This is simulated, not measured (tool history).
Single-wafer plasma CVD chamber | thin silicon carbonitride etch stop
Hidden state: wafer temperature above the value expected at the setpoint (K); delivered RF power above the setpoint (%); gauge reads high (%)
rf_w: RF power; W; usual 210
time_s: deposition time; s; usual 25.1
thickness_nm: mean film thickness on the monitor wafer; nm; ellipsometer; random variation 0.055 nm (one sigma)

run   hour  rf_w  time_s  wafers since the last listed run  hours since the last thermocouple change  hours since the last RF generator calibration  hours since the showerhead was replaced  hours since the gauge calibration  read-back reference wafer on the same gauge, thickness_nm  thickness_nm
  1    0.0   210    21.3                                 0                                    1160.4                                          764.6                                   5633.4                              172.7                                                     13.806        10.914
  2   26.2   210    21.3                               580                                    1186.6                                          790.8                                   5659.6                              198.9                                                     13.795        10.985
  3   58.8   200    22.3                               721                                    1219.2                                          823.4                                   5692.2                              231.5                                                     13.794        11.345
  4   82.0   210    21.2                               513                                    1242.4                                          846.6                                   5715.4                              254.7                                                     13.810        10.856
  5  106.7   210    21.2                               546                                    1267.1                                          871.3                                   5740.1                              279.4                                                     13.809        10.800
  6  124.3   185    22.1                               389                                    1284.7                                          888.9                                   5757.7                              297.0                                                     13.797        10.943
  7  150.4   185    22.1                               577                                    1310.8                                          915.0                                   5783.8                              323.1                                                     13.792        11.048
  8  169.0   185    22.1                               411                                    1329.4                                          933.6                                   5802.4                              341.7                                                     13.798        10.966
  9  195.6   210    28.8                               588                                    1356.0                                          960.2                                   5829.0                              368.3                                                     13.803        14.581
     211.1  -- RF generator calibrated
 10  215.2   180    23.2                               256                                    1375.6                                            4.1                                   5848.6                              387.9                                                     13.804        11.590
 11  242.9   180    23.2                               613                                    1403.3                                           31.8                                   5876.3                              415.6                                                     13.802        11.734
 12  260.5   180    23.2                               389                                    1420.9                                           49.4                                   5893.9                              433.2                                                     13.807        11.652
 13  292.6   210    25.1                               710                                    1453.0                                           81.5                                   5926.0                              465.3                                                     13.813        13.067
 14  325.2   210    25.1                               721                                    1485.6                                          114.1                                   5958.6                              497.9                                                     13.798        13.036
 15  343.1   180    23.2                               396                                    1503.5                                          132.0                                   5976.5                              515.8                                                     13.796        11.762
 16  378.8   240    27.4                               790                                    1539.2                                          167.7                                   6012.2                              551.5                                                     13.796        14.669
 17  395.6   170    26.6                               371                                    1556.0                                          184.5                                   6029.0                              568.3                                                     13.807        13.169
 18  412.8   210    25.1                               380                                    1573.2                                          201.7                                   6046.2                              585.5                                                     13.807        13.139
 19  448.6   185    26.6                               792                                    1609.0                                          237.5                                   6082.0                              621.3                                                     13.812        13.400
 20  462.5   185    27.3                               307                                    1622.9                                          251.4                                   6095.9                              635.2                                                     13.802        13.714
 21  478.4   210    25.1                               351                                    1638.8                                          267.3                                   6111.8                              651.1                                                     13.816        13.110
     507.8  -- gauge calibrated
 22  510.0   225    25.1                               699                                    1670.4                                          298.9                                   6143.4                                2.2                                                     13.813        13.238
     602.0  -- showerhead replaced, of another model than before
 23  602.5   175    25.1                              1870                                    1762.9                                          391.4                                      0.5                               94.7                                                     13.797        12.020
     612.9  -- thermocouple changed; heater temperature recalibrated
 24  627.8   250    22.7                               382                                      14.9                                          416.7                                     25.8                              120.0                                                     13.801        12.459
 25  649.6   190    29.8                               482                                      36.7                                          438.5                                     47.6                              141.8                                                     13.805        14.714
 26  675.1   225    29.9                               564                                      62.2                                          464.0                                     73.1                              167.3                                                     13.803        15.847
 27  699.7   210    29.1                               544                                      86.8                                          488.6                                     97.7                              191.9                                                     13.796        14.951
 28  779.9   185    29.3                              1775                                     167.0                                          568.8                                    177.9                              272.1                                                     13.814        14.198
 29  796.7   235    26.5                               371                                     183.8                                          585.6                                    194.7                              288.9                                                     13.798        14.098
 30  825.6   175    29.3                               639                                     212.7                                          614.5                                    223.6                              317.8                                                     13.791        13.927
 31  846.0   230    23.3                               451                                     233.1                                          634.9                                    244.0                              338.2                                                     13.811        12.342
 32  872.3   185    29.8                               582                                     259.4                                          661.2                                    270.3                              364.5                                                     13.803        14.547
 33  906.7   240    26.7                               761                                     293.8                                          695.6                                    304.7                              398.9                                                     13.797        14.387
 34  972.8   230    23.6                              1463                                     359.9                                          761.7                                    370.8                              465.0                                                     13.802        12.466
 35  990.2   190    20.5                               385                                     377.3                                          779.1                                    388.2                              482.4                                                     13.801        10.055

Hidden state at the last listed run before each entry between runs and at the first one after, where it differs:
Between runs 9 and 10: RF generator calibrated (hour 211.1)
  delivered RF power above the setpoint (%): -8.71 -> -0.327
  measured less the result without the state, thickness_nm: -0.337 -> -0.009 nm
Between runs 21 and 22: gauge calibrated (hour 507.8)
  delivered RF power above the setpoint (%): -2.65 -> -2.93
  measured less the result without the state, thickness_nm: -0.090 -> -0.099 nm
Between runs 22 and 23: showerhead replaced, of another model than before (hour 602.0)
  delivered RF power above the setpoint (%): -2.93 -> -3.74
  measured less the result without the state, thickness_nm: -0.099 -> -0.181 nm
Between runs 23 and 24: thermocouple changed; heater temperature recalibrated (hour 612.9)
  delivered RF power above the setpoint (%): -3.74 -> -3.97
  measured less the result without the state, thickness_nm: -0.181 -> -0.199 nm
